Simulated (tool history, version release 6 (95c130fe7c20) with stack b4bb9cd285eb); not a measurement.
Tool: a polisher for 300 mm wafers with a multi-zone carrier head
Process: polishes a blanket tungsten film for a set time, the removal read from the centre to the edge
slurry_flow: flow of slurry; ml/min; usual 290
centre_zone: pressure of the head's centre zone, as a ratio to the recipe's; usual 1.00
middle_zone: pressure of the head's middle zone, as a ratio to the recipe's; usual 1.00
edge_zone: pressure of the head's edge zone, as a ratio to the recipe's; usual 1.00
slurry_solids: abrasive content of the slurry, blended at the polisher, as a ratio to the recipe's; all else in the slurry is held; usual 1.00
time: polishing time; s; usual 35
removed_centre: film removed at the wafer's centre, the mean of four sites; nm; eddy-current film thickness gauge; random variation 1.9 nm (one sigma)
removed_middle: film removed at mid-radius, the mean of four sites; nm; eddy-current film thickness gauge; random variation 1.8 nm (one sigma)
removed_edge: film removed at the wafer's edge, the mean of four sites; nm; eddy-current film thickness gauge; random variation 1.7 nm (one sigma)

run,day,slurry_flow,centre_zone,middle_zone,edge_zone,slurry_solids,time,"incoming thickness of the incoming film, nm",removed_centre,removed_middle,removed_edge
1,0.000,290,1.06,1.00,1.00,1.00,35,718.1,138.8,133.3,132.1
2,1.883,290,1.00,1.00,1.00,1.00,35,719.3,131.6,128.9,131.2
3,4.025,290,1.00,1.00,1.00,1.00,35,723.2,134.1,130.1,132.2
# day 9.917: centre zone pressure recalibrated
# day 10.521: worn pad replaced by a new one
4,12.929,290,1.00,1.00,1.00,1.00,35,721.0,127.5,128.1,128.0
5,14.262,290,1.00,1.00,1.00,1.00,35,721.0,131.2,130.6,130.4
6,15.512,290,1.00,1.00,1.00,1.00,35,720.5,125.0,127.5,126.9
# day 16.392: carrier head's membrane replaced by a new one
7,17.158,290,1.00,1.00,1.00,1.00,35,707.6,126.8,128.4,128.6
8,18.383,290,1.00,1.00,1.00,1.00,35,719.8,127.0,128.2,126.1
9,20.058,290,1.00,1.00,1.00,1.00,35,724.5,126.9,126.7,125.5
# day 20.817: slurry nozzle cleaned
# day 21.596: worn pad replaced by a new one
10,21.896,350,1.00,1.00,1.03,1.25,35,735.9,144.6,145.3,146.4
# day 23.408: edge zone pressure recalibrated
11,24.229,205,1.00,1.00,1.08,1.00,35,714.9,126.6,126.3,133.8
12,26.508,290,1.05,1.00,1.00,1.00,43,719.5,172.2,166.0,165.6
13,27.650,380,1.00,0.92,1.00,1.00,41,705.8,160.2,148.1,156.8

Run 14 comes next. What will it give?
14,29.612,290,1.00,1.00,1.00,1.30,35,723.5,?,?,?

Run 14 gave removed_centre 142.8 nm, removed_middle 138.7 nm, removed_edge 139.5 nm.
Without the tool's hidden state the same run would have given removed_centre 146.2 nm, removed_middle 141.7 nm, removed_edge 141.8 nm.
